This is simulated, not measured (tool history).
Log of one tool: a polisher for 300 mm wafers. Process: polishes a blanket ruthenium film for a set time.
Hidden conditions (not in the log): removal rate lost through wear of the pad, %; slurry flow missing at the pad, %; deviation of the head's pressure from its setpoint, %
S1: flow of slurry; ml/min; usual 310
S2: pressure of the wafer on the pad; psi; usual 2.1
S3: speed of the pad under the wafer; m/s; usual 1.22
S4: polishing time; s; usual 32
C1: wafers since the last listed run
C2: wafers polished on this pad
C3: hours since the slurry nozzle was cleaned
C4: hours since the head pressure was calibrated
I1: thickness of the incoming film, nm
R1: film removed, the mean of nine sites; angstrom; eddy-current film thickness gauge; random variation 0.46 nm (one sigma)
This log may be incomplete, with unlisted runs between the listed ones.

{"run": 1, "hour": 0.0, "S1": 310, "S2": 2.1, "S3": 1.22, "S4": 32, "C1": 0, "C2": 2458, "C3": 232.7, "C4": 1293.9, "I1": 462.9, "R1": 314}
{"run": 2, "hour": 33.4, "S1": 310, "S2": 2.1, "S3": 1.22, "S4": 32, "C1": 516, "C2": 2975, "C3": 266.1, "C4": 1327.3, "I1": 469.3, "R1": 305}
{"run": 3, "hour": 53.0, "S1": 310, "S2": 2.1, "S3": 1.22, "S4": 38, "C1": 303, "C2": 3278, "C3": 285.7, "C4": 1346.9, "I1": 471.2, "R1": 367}
{"hour": 56.9, "done": "head pressure recalibrated"}
{"run": 4, "hour": 85.8, "S1": 310, "S2": 2.1, "S3": 1.22, "S4": 38, "C1": 476, "C2": 3755, "C3": 318.5, "C4": 28.9, "I1": 474, "R1": 405}
{"run": 5, "hour": 118.8, "S1": 310, "S2": 2.1, "S3": 1.22, "S4": 38, "C1": 510, "C2": 4265, "C3": 351.5, "C4": 61.9, "I1": 471.4, "R1": 401}
{"run": 6, "hour": 131.0, "S1": 310, "S2": 2.1, "S3": 1.22, "S4": 32, "C1": 188, "C2": 4454, "C3": 363.7, "C4": 74.1, "I1": 472.5, "R1": 329}
{"hour": 152.6, "done": "worn pad replaced by a new one"}
{"run": 7, "hour": 166.4, "S1": 310, "S2": 2.1, "S3": 1.22, "S4": 32, "C1": 485, "C2": 213, "C3": 399.1, "C4": 109.5, "I1": 467.5, "R1": 360}
{"run": 8, "hour": 193.4, "S1": 310, "S2": 2.1, "S3": 1.22, "S4": 32, "C1": 417, "C2": 631, "C3": 426.1, "C4": 136.5, "I1": 477.8, "R1": 360}
{"run": 9, "hour": 210.4, "S1": 310, "S2": 2.1, "S3": 1.22, "S4": 32, "C1": 262, "C2": 894, "C3": 443.1, "C4": 153.5, "I1": 467.6, "R1": 360}
{"run": 10, "hour": 230.9, "S1": 310, "S2": 1.7, "S3": 1.22, "S4": 32, "C1": 317, "C2": 1211, "C3": 463.6, "C4": 174, "I1": 474.6, "R1": 275}
{"run": 11, "hour": 245.0, "S1": 310, "S2": 2.1, "S3": 1.22, "S4": 32, "C1": 218, "C2": 1429, "C3": 477.7, "C4": 188.1, "I1": 466.3, "R1": 341}
{"run": 12, "hour": 262.7, "S1": 310, "S2": 2.1, "S3": 1.22, "S4": 32, "C1": 273, "C2": 1703, "C3": 495.4, "C4": 205.8, "I1": 466.5, "R1": 345}
{"hour": 278.5, "done": "slurry nozzle cleaned"}
{"run": 13, "hour": 291.7, "S1": 415, "S2": 2.1, "S3": 0.92, "S4": 36, "C1": 433, "C2": 2136, "C3": 13.2, "C4": 234.8, "I1": 466.4, "R1": 320}
{"run": 14, "hour": 324.5, "S1": 310, "S2": 1.6, "S3": 1.4, "S4": 39, "C1": 507, "C2": 2643, "C3": 46, "C4": 267.6, "I1": 464.8, "R1": 341}
{"run": 15, "hour": 356.6, "S1": 310, "S2": 2.1, "S3": 1.22, "S4": 32, "C1": 496, "C2": 3140, "C3": 78.1, "C4": 299.7, "I1": 467.3, "R1": 335}
{"run": 16, "hour": 374.4, "S1": 310, "S2": 2.1, "S3": 1.22, "S4": 32, "C1": 275, "C2": 3415, "C3": 95.9, "C4": 317.5, "I1": 469.3, "R1": 338}
{"hour": 402.4, "done": "worn pad replaced by a new one"}
{"run": 17, "hour": 405.9, "S1": 310, "S2": 2.1, "S3": 0.88, "S4": 42, "C1": 425, "C2": 54, "C3": 127.4, "C4": 349, "I1": 474.3, "R1": 395}
{"run": 18, "hour": 436.3, "S1": 310, "S2": 2.1, "S3": 1.22, "S4": 32, "C1": 470, "C2": 524, "C3": 157.8, "C4": 379.4, "I1": 470.3, "R1": 370}
{"run": 19, "hour": 471.3, "S1": 310, "S2": 2.4, "S3": 1.22, "S4": 32, "C1": 541, "C2": 1066, "C3": 192.8, "C4": 414.4, "I1": 467.6, "R1": 410}
{"run": 20, "hour": 498.5, "S1": 310, "S2": 2.1, "S3": 1.1, "S4": 32, "C1": 420, "C2": 1487, "C3": 220, "C4": 441.6, "I1": 474.4, "R1": 326}
{"run": 21, "hour": 522.5, "S1": 310, "S2": 2.1, "S3": 1.22, "S4": 32, "C1": 371, "C2": 1858, "C3": 244, "C4": 465.6, "I1": 473.6, "R1": 343}
{"run": 22, "hour": 549.5, "S1": 310, "S2": 2.1, "S3": 1.22, "S4": 32, "C1": 417, "C2": 2275, "C3": 271, "C4": 492.6, "I1": 478.7, "R1": 344}
{"run": 23, "hour": 562.1, "S1": 310, "S2": 2.1, "S3": 1.22, "S4": 32, "C1": 194, "C2": 2470, "C3": 283.6, "C4": 505.2, "I1": 478.3, "R1": 340}
{"run": 24, "hour": 580.3, "S1": 310, "S2": 2.1, "S3": 1.22, "S4": 32, "C1": 281, "C2": 2752, "C3": 301.8, "C4": 523.4, "I1": 474, "R1": 333}
{"run": 25, "hour": 594.7, "S1": 205, "S2": 2.1, "S3": 1.22, "S4": 32, "C1": 222, "C2": 2975, "C3": 316.2, "C4": 537.8, "I1": 461.5, "R1": 319}
{"run": 26, "hour": 614.5, "S1": 310, "S2": 1.9, "S3": 0.86, "S4": 32, "C1": 306, "C2": 3281, "C3": 336, "C4": 557.6, "I1": 468.1, "R1": 240}
{"run": 27, "hour": 642.6, "S1": 310, "S2": 1.6, "S3": 1.22, "S4": 26, "C1": 434, "C2": 3716, "C3": 364.1, "C4": 585.7, "I1": 467.6, "R1": 207}
{"hour": 668.5, "done": "slurry nozzle cleaned"}
{"hour": 677.0, "done": "worn pad replaced by a new one"}
{"run": 28, "hour": 748.1, "S1": 365, "S2": 2.6, "S3": 1.44, "S4": 43, "C1": 1554, "C2": 1099, "C3": 79.6, "C4": 691.2, "I1": 470.6, "R1": 653}
{"run": 29, "hour": 769.0, "S1": 255, "S2": 1.5, "S3": 1.58, "S4": 28, "C1": 323, "C2": 1422, "C3": 100.5, "C4": 712.1, "I1": 476.9, "R1": 252}
{"run": 30, "hour": 799.2, "S1": 265, "S2": 1.9, "S3": 1.62, "S4": 40, "C1": 467, "C2": 1890, "C3": 130.7, "C4": 742.3, "I1": 469.5, "R1": 460}
{"run": 31, "hour": 825.6, "S1": 420, "S2": 2.6, "S3": 1.22, "S4": 38, "C1": 408, "C2": 2298, "C3": 157.1, "C4": 768.7, "I1": 468.1, "R1": 497}
{"run": 32, "hour": 856.3, "S1": 310, "S2": 2.8, "S3": 1.22, "S4": 32, "C1": 474, "C2": 2773, "C3": 187.8, "C4": 799.4, "I1": 459.8, "R1": 436}
{"run": 33, "hour": 877.7, "S1": 310, "S2": 2.1, "S3": 1.22, "S4": 32, "C1": 331, "C2": 3104, "C3": 209.2, "C4": 820.8, "I1": 467.7, "R1": 327}
{"run": 34, "hour": 908.8, "S1": 395, "S2": 1.6, "S3": 1.22, "S4": 26, "C1": 481, "C2": 3585, "C3": 240.3, "C4": 851.9, "I1": 464.4, "R1": 201}
{"hour": 929.4, "done": "worn pad replaced by a new one"}
{"run": 35, "hour": 942.6, "S1": 230, "S2": 2.1, "S3": 1.22, "S4": 32, "C1": 461, "C2": 203, "C3": 274.1, "C4": 885.7, "I1": 470.7, "R1": 347}
{"run": 36, "hour": 974.9, "S1": 410, "S2": 2.7, "S3": 1.08, "S4": 42, "C1": 499, "C2": 703, "C3": 306.4, "C4": 918, "I1": 466, "R1": 546}

Each row is a separate what-if for the run after 36, all from the same tool condition, not one after another. Results?
{"run": "A", "hour": 975.3, "S1": 310, "S2": 2.1, "S3": 1.22, "S4": 32, "C1": 6, "C2": 709, "C3": 306.8, "C4": 918.4, "I1": 469.5, "R1": "?"}
{"run": "B", "hour": 975.3, "S1": 310, "S2": 2.1, "S3": 1.22, "S4": 23, "C1": 6, "C2": 709, "C3": 306.8, "C4": 918.4, "I1": 469.5, "R1": "?"}
{"run": "C", "hour": 975.3, "S1": 310, "S2": 2.1, "S3": 1.52, "S4": 32, "C1": 6, "C2": 709, "C3": 306.8, "C4": 918.4, "I1": 469.5, "R1": "?"}
{"run": "D", "hour": 975.3, "S1": 215, "S2": 2.5, "S3": 1.44, "S4": 26, "C1": 6, "C2": 709, "C3": 306.8, "C4": 918.4, "I1": 469.5, "R1": "?"}
{"run": "E", "hour": 975.3, "S1": 245, "S2": 2.6, "S3": 1.34, "S4": 40, "C1": 6, "C2": 709, "C3": 306.8, "C4": 918.4, "I1": 469.5, "R1": "?"}

run=A R1=343
run=B R1=247
run=C R1=402
run=D R1=358
run=E R1=553
Had the tool no hidden state, the same runs would have come out as:
run=A R1=376
run=B R1=270
run=C R1=440
run=D R1=392
run=E R1=605
